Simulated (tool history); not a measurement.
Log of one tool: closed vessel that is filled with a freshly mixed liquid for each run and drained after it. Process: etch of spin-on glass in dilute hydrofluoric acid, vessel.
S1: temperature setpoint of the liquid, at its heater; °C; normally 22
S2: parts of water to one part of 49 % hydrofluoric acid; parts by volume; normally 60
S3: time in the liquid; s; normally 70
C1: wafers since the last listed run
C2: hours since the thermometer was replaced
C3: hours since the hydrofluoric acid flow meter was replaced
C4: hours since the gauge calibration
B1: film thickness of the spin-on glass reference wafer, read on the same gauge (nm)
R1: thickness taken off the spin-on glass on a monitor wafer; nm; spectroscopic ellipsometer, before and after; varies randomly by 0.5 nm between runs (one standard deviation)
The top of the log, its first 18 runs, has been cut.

run    hour    S1  S2   S3     C1      C2     C3     C4      B1     R1
 19     996  20.5  75   45   2313  1179.2    394   49.6  149.98  25.71
 20  1045.6  24.5  70   70   3943  1228.8  443.6   99.2     150   51.8
 21  1184.9    22  60   70  11074  1368.1  582.9  238.5  149.97  57.14
     1211.1  -- thermometer replaced
     1241.5  -- hydrofluoric acid flow meter replaced
 22  1249.3  18.5  50   70   4960    38.2    7.8  302.9     150  52.94
 23  1312.2    22  45   70   5000   101.1   70.7  365.8     150  71.49
 24  1363.9  18.5  40   70   4110   152.8  122.4  417.5  150.02  69.89
 25  1415.6  23.5  60   40   4110   204.5  174.1  469.2  150.01  32.35
 26  1462.2    19  75  105   3704   251.1  220.7  515.8  149.97  55.59
 27  1528.9  20.5  50  105   5302   317.8  287.4  582.5  150.02  91.24
 28  1572.7    22  80   45   3482   361.6  331.2  626.3  149.99   25.5
 29  1624.1  24.5  85   70   4086     413  382.6  677.7  149.99  40.74
 30  1651.6    22  60   60   2186   440.5  410.1  705.2  149.97  47.21

Run 31 has not been measured yet. What should we expect?
 31  1677  22  60  85  2019  465.9  435.5  730.6   ?   ?

{"run 31": {"B1": 150, "R1": 67.48}}
Were there no unlogged condition in the tool, this run, its random variation unchanged, would have produced R1 62.65 nm.
